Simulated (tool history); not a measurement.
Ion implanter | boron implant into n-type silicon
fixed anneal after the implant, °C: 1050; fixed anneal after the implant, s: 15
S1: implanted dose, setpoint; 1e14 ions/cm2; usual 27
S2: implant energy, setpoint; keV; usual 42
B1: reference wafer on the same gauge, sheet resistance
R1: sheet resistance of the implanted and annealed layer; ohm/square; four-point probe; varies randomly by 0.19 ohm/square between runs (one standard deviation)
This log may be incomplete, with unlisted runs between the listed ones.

run 1 day=0 | S1=21.05 S2=42 | B1=49.2 | R1=57.13
run 2 day=1.858 | S1=21.05 S2=42 | B1=49.22 | R1=57.08
run 3 day=4.725 | S1=21.05 S2=42 | B1=49.2 | R1=57.27
run 4 day=5.825 | S1=27 S2=48 | B1=49.19 | R1=46.42
run 5 day=7.958 | S1=27 S2=42 | B1=49.21 | R1=47.1
run 6 day=10.138 | S1=27 S2=42 | B1=49.18 | R1=47.21
run 7 day=12.588 | S1=27 S2=42 | B1=49.21 | R1=47.04
run 8 day=13.854 | S1=27 S2=51 | B1=49.16 | R1=45.87
run 9 day=14.862 | S1=27 S2=51 | B1=49.21 | R1=45.57
run 10 day=16.392 | S1=27 S2=49.5 | B1=49.25 | R1=46.14
run 11 day=22.804 | S1=27 S2=42 | B1=49.24 | R1=47.49
run 12 day=24.333 | S1=27 S2=42 | B1=49.2 | R1=46.73
run 13 day=26.542 | S1=31.3 S2=31 | B1=49.17 | R1=44.89
run 14 day=28.012 | S1=24.48 S2=53 | B1=49.2 | R1=49.39
run 15 day=29.304 | S1=27 S2=42 | B1=49.2 | R1=47.13
run 16 day=32.296 | S1=34.14 S2=52 | B1=49.17 | R1=38.78
run 17 day=34.654 | S1=27 S2=51 | B1=49.19 | R1=45.98
run 18 day=40.662 | S1=27 S2=42 | B1=49.18 | R1=47.03
run 19 day=42.333 | S1=22.11 S2=28 | B1=49.24 | R1=57.56
run 20 day=43.662 | S1=30.21 S2=42 | B1=49.18 | R1=43.44
run 21 day=50.238 | S1=24.59 S2=47.5 | B1=49.23 | R1=49.46
run 22 day=52.242 | S1=31.3 S2=31 | B1=49.22 | R1=45.22
run 23 day=54.738 | S1=27 S2=42 | B1=49.2 | R1=46.79
run 24 day=56.588 | S1=29.33 S2=33.5 | B1=49.2 | R1=46.42
run 25 day=58.338 | S1=30.38 S2=35.5 | B1=49.17 | R1=44.84

Between the runs listed above, the log contained 3 entries, not reproduced here. Where in the sequence does each belong, and how does what the log doesn't record of the tool's condition differ from the listed run before to the listed run after?
After run 13, before run 14: extraction supply calibrated (day 27.775)
  the hidden state is the same at both runs
After run 14, before run 15: Faraday cup replaced and dose calibrated (day 28.717)
  the hidden state is the same at both runs
After run 15, before run 16: gauge calibrated (day 30.338)
  the hidden state is the same at both runs

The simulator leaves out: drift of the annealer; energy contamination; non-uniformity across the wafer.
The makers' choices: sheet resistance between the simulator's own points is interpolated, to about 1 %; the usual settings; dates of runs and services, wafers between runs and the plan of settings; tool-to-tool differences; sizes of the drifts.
